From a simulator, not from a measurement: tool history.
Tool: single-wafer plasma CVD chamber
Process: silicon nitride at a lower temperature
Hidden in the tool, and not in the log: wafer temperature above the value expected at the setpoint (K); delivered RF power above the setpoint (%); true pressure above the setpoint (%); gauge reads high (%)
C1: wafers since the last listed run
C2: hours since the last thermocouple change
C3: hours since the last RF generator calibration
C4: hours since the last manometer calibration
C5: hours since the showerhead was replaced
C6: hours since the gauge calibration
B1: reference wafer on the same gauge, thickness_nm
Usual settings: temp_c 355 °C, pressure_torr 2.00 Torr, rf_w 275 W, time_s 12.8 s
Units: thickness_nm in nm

Run 1, hour 0.0: usual settings but temp_c 358 °C, rf_w 230 W; C1 0; C2 2494.7; C3 2133.0; C4 962.6; C5 4042.0; C6 2022.3; B1 19.997. Result: thickness_nm 16.826 nm.
At hour 45.8: gauge calibrated.
Run 2, hour 70.1: usual settings; C1 2758; C2 2564.8; C3 2203.1; C4 1032.7; C5 4112.1; C6 24.3; B1 19.817. Result: thickness_nm 17.764 nm.
At hour 79.3: showerhead replaced.
Run 3, hour 119.2: usual settings but time_s 14.4 s; C1 1617; C2 2613.9; C3 2252.2; C4 1081.8; C5 39.9; C6 73.4; B1 19.820. Result: thickness_nm 20.120 nm.
Run 4, hour 175.4: usual settings but time_s 14.4 s; C1 2211; C2 2670.1; C3 2308.4; C4 1138.0; C5 96.1; C6 129.6; B1 19.825. Result: thickness_nm 19.954 nm.
At hour 202.1: thermocouple changed; heater temperature recalibrated.
Run 5, hour 235.5: usual settings but time_s 14.4 s; C1 2049; C2 33.4; C3 2368.5; C4 1198.1; C5 156.2; C6 189.7; B1 19.825. Result: thickness_nm 20.011 nm.
At hour 262.4: RF generator calibrated.
Run 6, hour 306.1: usual settings but time_s 13.5 s; C1 2463; C2 104.0; C3 43.7; C4 1268.7; C5 226.8; C6 260.3; B1 19.819. Result: thickness_nm 18.761 nm.
Run 7, hour 367.8: usual settings; C1 2427; C2 165.7; C3 105.4; C4 1330.4; C5 288.5; C6 322.0; B1 19.825. Result: thickness_nm 17.755 nm.
Run 8, hour 423.1: usual settings but pressure_torr 2.48 Torr, rf_w 260 W; C1 2175; C2 221.0; C3 160.7; C4 1385.7; C5 343.8; C6 377.3; B1 19.821. Result: thickness_nm 18.432 nm.
Run 9, hour 461.7: usual settings; C1 1518; C2 259.6; C3 199.3; C4 1424.3; C5 382.4; C6 415.9; B1 19.831. Result: thickness_nm 17.861 nm.
Run 10, hour 506.6: usual settings but time_s 11.9 s; C1 1766; C2 304.5; C3 244.2; C4 1469.2; C5 427.3; C6 460.8; B1 19.833. Result: thickness_nm 16.546 nm.
Run 11, hour 543.8: usual settings but pressure_torr 1.60 Torr; C1 1463; C2 341.7; C3 281.4; C4 1506.4; C5 464.5; C6 498.0; B1 19.839. Result: thickness_nm 16.676 nm.
Run 12, hour 612.6: usual settings; C1 2707; C2 410.5; C3 350.2; C4 1575.2; C5 533.3; C6 566.8; B1 19.834. Result: thickness_nm 17.745 nm.
At hour 648.1: capacitance manometer re-zeroed and calibrated.
Run 13, hour 675.1: usual settings but temp_c 362 °C, rf_w 305 W, time_s 10.8 s; C1 2144; C2 473.0; C3 412.7; C4 27.0; C5 595.8; C6 629.3; B1 19.829. Result: thickness_nm 15.503 nm.
Run 14, hour 712.3: usual settings but pressure_torr 1.69 Torr; C1 1463; C2 510.2; C3 449.9; C4 64.2; C5 633.0; C6 666.5; B1 19.832. Result: thickness_nm 16.964 nm.
Run 15, hour 766.0: usual settings but temp_c 367 °C, pressure_torr 1.77 Torr, rf_w 325 W, time_s 14.4 s; C1 2112; C2 563.9; C3 503.6; C4 117.9; C5 686.7; C6 720.2; B1 19.843. Result: thickness_nm 20.410 nm.
Run 16, hour 810.7: usual settings but pressure_torr 1.56 Torr, time_s 10.5 s; C1 1758; C2 608.6; C3 548.3; C4 162.6; C5 731.4; C6 764.9; B1 19.838. Result: thickness_nm 13.707 nm.
Run 17, hour 867.4: usual settings but rf_w 230 W; C1 2230; C2 665.3; C3 605.0; C4 219.3; C5 788.1; C6 821.6; B1 19.852. Result: thickness_nm 16.810 nm.
Run 18, hour 912.1: usual settings; C1 1758; C2 710.0; C3 649.7; C4 264.0; C5 832.8; C6 866.3; B1 19.847. Result: thickness_nm 17.849 nm.

Forecast run 19:
Run 19, hour 970.8: usual settings; C1 2309; C2 768.7; C3 708.4; C4 322.7; C5 891.5; C6 925.0; B1 ?. Result: thickness_nm ?.

Run 19 gave B1 19.860, thickness_nm 17.846 nm.
Without the tool's hidden state the same run would have given thickness_nm 17.790 nm.
